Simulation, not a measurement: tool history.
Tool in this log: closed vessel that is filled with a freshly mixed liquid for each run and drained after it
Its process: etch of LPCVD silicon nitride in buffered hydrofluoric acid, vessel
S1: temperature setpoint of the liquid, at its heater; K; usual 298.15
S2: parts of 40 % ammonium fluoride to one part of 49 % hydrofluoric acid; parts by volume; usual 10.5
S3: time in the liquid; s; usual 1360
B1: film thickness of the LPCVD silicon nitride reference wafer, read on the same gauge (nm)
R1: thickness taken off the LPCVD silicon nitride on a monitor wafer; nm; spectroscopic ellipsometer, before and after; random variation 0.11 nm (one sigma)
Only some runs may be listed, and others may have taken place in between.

Run 1, hour 0: usual settings; B1 129.99. Result: R1 18.16 nm.
Run 2, hour 96.1: usual settings but S1 297.15 K; B1 130. Result: R1 17.43 nm.
Run 3, hour 178.5: usual settings; B1 129.99. Result: R1 18.32 nm.
Run 4, hour 232.8: usual settings; B1 130.01. Result: R1 18.44 nm.
Run 5, hour 301.2: usual settings; B1 130. Result: R1 18.65 nm.
Run 6, hour 362.8: usual settings; B1 129.99. Result: R1 18.54 nm.
Run 7, hour 454.7: usual settings; B1 129.99. Result: R1 17.95 nm.
Run 8, hour 534.2: usual settings but S1 300.65 K, S2 8 parts by volume; B1 130. Result: R1 26.39 nm.
Run 9, hour 754.1: usual settings but S3 1000 s; B1 130. Result: R1 13.47 nm.
Run 10, hour 851.4: usual settings but S1 294.15 K, S2 7 parts by volume, S3 2025 s; B1 130. Result: R1 32.32 nm.
Run 11, hour 913: usual settings; B1 130.01. Result: R1 18.05 nm.
Run 12, hour 993.5: usual settings but S1 294.15 K, S3 1625 s; B1 130. Result: R1 17.25 nm.
Run 13, hour 1052.6: usual settings but S1 293.65 K, S2 14 parts by volume, S3 550 s; B1 130. Result: R1 4.34 nm.
Run 14, hour 1115: usual settings but S1 301.15 K, S2 14.5 parts by volume, S3 1905 s; B1 129.99. Result: R1 21.99 nm.
Run 15, hour 1169.1: usual settings but S1 300.15 K, S2 12.5 parts by volume, S3 750 s; B1 129.99. Result: R1 9.45 nm.

The log once held 4 entries between its listed runs, left out of this copy. Where does each go, and what is different about the tool's unlogged condition between the listed run before it and the listed run after it?
After run 6, before run 7: hydrofluoric acid flow meter replaced (hour 395)
  hydrofluoric acid flow above the setpoint (%): 4.89 -> 0.9
  measured minus no-state result, R1: +0.84 -> +0.15 nm
After run 8, before run 9: gauge calibrated (hour 589.5)
  hydrofluoric acid flow above the setpoint (%): 1.58 -> 3.44
  measured minus no-state result, R1: +0.44 -> +0.44 nm
After run 9, before run 10: thermometer replaced (hour 832.9)
  hydrofluoric acid flow above the setpoint (%): 3.44 -> 4.27
  measured minus no-state result, R1: +0.44 -> +1.16 nm
After run 10, before run 11: hydrofluoric acid flow meter replaced (hour 903)
  hydrofluoric acid flow above the setpoint (%): 4.27 -> 0.516
  measured minus no-state result, R1: +1.16 -> +0.09 nm
